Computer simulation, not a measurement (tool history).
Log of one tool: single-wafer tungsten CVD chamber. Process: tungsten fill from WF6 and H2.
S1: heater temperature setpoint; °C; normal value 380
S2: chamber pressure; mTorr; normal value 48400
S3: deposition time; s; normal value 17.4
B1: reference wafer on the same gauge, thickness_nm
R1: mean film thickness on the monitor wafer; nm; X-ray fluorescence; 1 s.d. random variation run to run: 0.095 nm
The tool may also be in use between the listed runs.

run,hour,S1,S2,S3,B1,R1
1,0,380,42100,17.4,52.799,49.637
2,20.3,380,42100,17.4,52.808,49.496
3,36.3,380,42100,17.4,52.796,49.523
4,53.4,380,48400,17.4,52.739,52.184
# hour 80.3: capacitance manometer re-zeroed and calibrated
# hour 81.7: showerhead replaced
# hour 89.9: thermocouple changed; heater temperature recalibrated
5,90.4,380,48400,17.4,52.793,48.135
6,107.6,380,48400,17.4,52.807,48.237
# hour 116.6: gauge calibrated
7,119.7,380,56800,16.5,52.782,48.601
8,126.2,372,48400,19.6,52.805,46.573
9,134.2,374,41600,20.1,52.81,46.95
10,145.6,380,44300,14.6,52.824,39.197
11,159.7,380,48400,17.4,52.861,48.589
12,165.7,380,42100,17.4,52.804,46.211
13,179.8,372,48400,15.4,52.815,36.676

What does the tool deliver on the next run?
14,192.9,380,48400,16,?,?

B1: 52.835
R1: 44.82 nm
With no hidden state in the tool, this same run would have given R1 43.251 nm.
